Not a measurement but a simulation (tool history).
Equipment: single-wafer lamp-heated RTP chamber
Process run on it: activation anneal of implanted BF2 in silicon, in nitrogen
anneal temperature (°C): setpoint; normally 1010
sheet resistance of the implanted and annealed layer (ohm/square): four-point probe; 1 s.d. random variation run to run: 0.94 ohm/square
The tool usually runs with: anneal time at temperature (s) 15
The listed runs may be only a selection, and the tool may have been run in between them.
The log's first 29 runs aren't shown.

run   hour  anneal temperature (°C)  anneal time at temperature (s)  wafers since the last listed run  wafers since the last pyrometer calibration  wafers since the reflector plate was cleaned  hours since the gauge calibration  read-back reference wafer on the same gauge, sheet resistance  sheet resistance of the implanted and annealed layer (ohm/square)
     413.1  -- pyrometer window cleaned and pyrometer calibrated
 30  413.6                     1001                              10                                 8                                            5                                          2955                                 55                                                         148.16                                                             184.87
 31  418.3                      984                               7                                45                                           51                                          3001                               59.7                                                         148.29                                                             209.38
 32  425.5                     1010                              15                                70                                          121                                          3072                               66.9                                                          148.2                                                             164.94
 33  440.4                     1022                              15                               145                                          267                                          3218                               81.8                                                         148.08                                                             152.34
 34  456.3                     1025                               7                               155                                          423                                          3373                               97.7                                                         148.11                                                             163.64
 35  485.5                     1028                              18                               285                                          708                                          3659                              126.9                                                         147.83                                                             143.83
 36  496.3                     1032                              20                               105                                          814                                          3765                              137.7                                                         148.06                                                              139.3
 37    510                     1010                              18                               134                                          948                                          3899                              151.4                                                         148.27                                                             158.93
 38  516.5                      982                               8                                63                                         1012                                          3962                              157.9                                                         147.93                                                             205.28

Branching from run 38: 3 alternative next runs. What would each branch give?
  A  516.9                      998                              15                                 3                                         1016                                          3966                              158.3                                                              ?                                                                  ?
  B  516.9                      988                              24                                 3                                         1016                                          3966                              158.3                                                              ?                                                                  ?
  C  516.9                     1021                              18                                 3                                         1016                                          3966                              158.3                                                              ?                                                                  ?

run  read-back reference wafer on the same gauge, sheet resistance  sheet resistance of the implanted and annealed layer (ohm/square)
  A                                                          147.9                                                             173.86
  B                                                          147.9                                                             175.63
  C                                                          147.9                                                             147.57
Had the tool no hidden state, the same runs would have come out as:
run  sheet resistance of the implanted and annealed layer (ohm/square)
  A                                                             180.26
  B                                                             182.67
  C                                                             151.92
